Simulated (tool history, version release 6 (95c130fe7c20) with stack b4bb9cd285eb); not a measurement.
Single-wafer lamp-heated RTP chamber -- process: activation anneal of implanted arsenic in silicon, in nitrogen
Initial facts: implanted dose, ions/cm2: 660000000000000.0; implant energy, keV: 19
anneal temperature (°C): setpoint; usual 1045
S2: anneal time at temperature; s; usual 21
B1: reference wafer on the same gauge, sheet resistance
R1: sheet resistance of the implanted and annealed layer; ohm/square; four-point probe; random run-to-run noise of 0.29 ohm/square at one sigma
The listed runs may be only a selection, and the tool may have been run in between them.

{"run": 1, "day": 0.0, "anneal temperature (°C)": 1065, "S2": 17, "B1": 146.94, "R1": 147.52}
{"run": 2, "day": 1.021, "anneal temperature (°C)": 1066, "S2": 21, "B1": 146.86, "R1": 145.94}
{"run": 3, "day": 1.804, "anneal temperature (°C)": 1066, "S2": 21, "B1": 146.98, "R1": 145.4}
{"run": 4, "day": 2.988, "anneal temperature (°C)": 1045, "S2": 13, "B1": 147.02, "R1": 152.96}
{"run": 5, "day": 4.3, "anneal temperature (°C)": 1045, "S2": 21, "B1": 147.0, "R1": 148.96}
{"run": 6, "day": 5.446, "anneal temperature (°C)": 1045, "S2": 21, "B1": 146.95, "R1": 148.52}
{"run": 7, "day": 6.783, "anneal temperature (°C)": 1045, "S2": 21, "B1": 147.08, "R1": 148.62}
{"run": 8, "day": 7.35, "anneal temperature (°C)": 1045, "S2": 21, "B1": 147.02, "R1": 148.39}
{"run": 9, "day": 8.312, "anneal temperature (°C)": 1045, "S2": 21, "B1": 146.95, "R1": 148.12}
{"run": 10, "day": 9.358, "anneal temperature (°C)": 1045, "S2": 21, "B1": 146.95, "R1": 148.28}
{"run": 11, "day": 12.479, "anneal temperature (°C)": 1045, "S2": 21, "B1": 146.96, "R1": 147.75}
{"run": 12, "day": 12.992, "anneal temperature (°C)": 1045, "S2": 21, "B1": 147.02, "R1": 147.69}
{"run": 13, "day": 13.825, "anneal temperature (°C)": 1045, "S2": 21, "B1": 147.06, "R1": 147.35}
{"day": 14.012, "done": "gauge calibrated"}
{"day": 14.475, "done": "pyrometer window cleaned and pyrometer calibrated"}
{"run": 14, "day": 15.246, "anneal temperature (°C)": 1031, "S2": 21, "B1": 146.98, "R1": 152.61}
{"run": 15, "day": 16.296, "anneal temperature (°C)": 1045, "S2": 21, "B1": 146.92, "R1": 149.04}
{"run": 16, "day": 20.117, "anneal temperature (°C)": 1045, "S2": 21, "B1": 147.02, "R1": 148.95}
{"run": 17, "day": 21.429, "anneal temperature (°C)": 1045, "S2": 21, "B1": 146.96, "R1": 149.09}
{"run": 18, "day": 22.192, "anneal temperature (°C)": 1025, "S2": 30, "B1": 147.01, "R1": 149.68}
{"run": 19, "day": 23.367, "anneal temperature (°C)": 1053, "S2": 33, "B1": 146.86, "R1": 143.32}
{"run": 20, "day": 24.562, "anneal temperature (°C)": 1069, "S2": 12, "B1": 146.94, "R1": 149.68}
{"day": 25.7, "done": "reflector plate cleaned"}
{"run": 21, "day": 25.721, "anneal temperature (°C)": 1019, "S2": 32, "B1": 146.98, "R1": 151.61}
{"run": 22, "day": 26.179, "anneal temperature (°C)": 1065, "S2": 26, "B1": 146.95, "R1": 144.26}
{"run": 23, "day": 27.583, "anneal temperature (°C)": 1068, "S2": 12, "B1": 147.0, "R1": 150.77}
{"run": 24, "day": 28.242, "anneal temperature (°C)": 1016, "S2": 27, "B1": 146.99, "R1": 153.24}
{"run": 25, "day": 29.254, "anneal temperature (°C)": 1045, "S2": 21, "B1": 146.96, "R1": 150.21}
{"run": 26, "day": 30.458, "anneal temperature (°C)": 1075, "S2": 21, "B1": 147.07, "R1": 143.6}
{"run": 27, "day": 31.546, "anneal temperature (°C)": 1045, "S2": 18, "B1": 146.96, "R1": 150.84}
{"run": 28, "day": 32.083, "anneal temperature (°C)": 1037, "S2": 32, "B1": 146.92, "R1": 147.73}
{"run": 29, "day": 33.521, "anneal temperature (°C)": 1034, "S2": 17, "B1": 147.0, "R1": 153.18}
{"run": 30, "day": 34.217, "anneal temperature (°C)": 1017, "S2": 31, "B1": 146.98, "R1": 150.99}
{"run": 31, "day": 35.6, "anneal temperature (°C)": 1045, "S2": 12, "B1": 146.97, "R1": 153.68}
{"run": 32, "day": 36.554, "anneal temperature (°C)": 1073, "S2": 21, "B1": 147.01, "R1": 143.38}
{"run": 33, "day": 37.1, "anneal temperature (°C)": 1045, "S2": 32, "B1": 146.99, "R1": 145.36}
{"run": 34, "day": 40.508, "anneal temperature (°C)": 1034, "S2": 21, "B1": 147.03, "R1": 150.12}
{"run": 35, "day": 41.325, "anneal temperature (°C)": 1045, "S2": 21, "B1": 147.04, "R1": 148.78}
{"run": 36, "day": 42.025, "anneal temperature (°C)": 1045, "S2": 21, "B1": 147.0, "R1": 147.9}
{"day": 42.371, "done": "pyrometer window cleaned and pyrometer calibrated"}
{"run": 37, "day": 42.671, "anneal temperature (°C)": 1045, "S2": 21, "B1": 147.03, "R1": 149.18}
{"run": 38, "day": 43.55, "anneal temperature (°C)": 1032, "S2": 30, "B1": 147.0, "R1": 149.67}

Forecast each of these 3 alternatives for the next run:
{"run": "A", "day": 43.567, "anneal temperature (°C)": 1045, "S2": 21, "B1": "?", "R1": "?"}
{"run": "B", "day": 43.567, "anneal temperature (°C)": 1018, "S2": 25, "B1": "?", "R1": "?"}
{"run": "C", "day": 43.567, "anneal temperature (°C)": 1023, "S2": 21, "B1": "?", "R1": "?"}

run=A B1=147.01 R1=149.48
run=B B1=147.01 R1=153.12
run=C B1=147.01 R1=153.61
Without the tool's hidden state the same runs would have given:
run=A R1=150.71
run=B R1=154.36
run=C R1=154.82

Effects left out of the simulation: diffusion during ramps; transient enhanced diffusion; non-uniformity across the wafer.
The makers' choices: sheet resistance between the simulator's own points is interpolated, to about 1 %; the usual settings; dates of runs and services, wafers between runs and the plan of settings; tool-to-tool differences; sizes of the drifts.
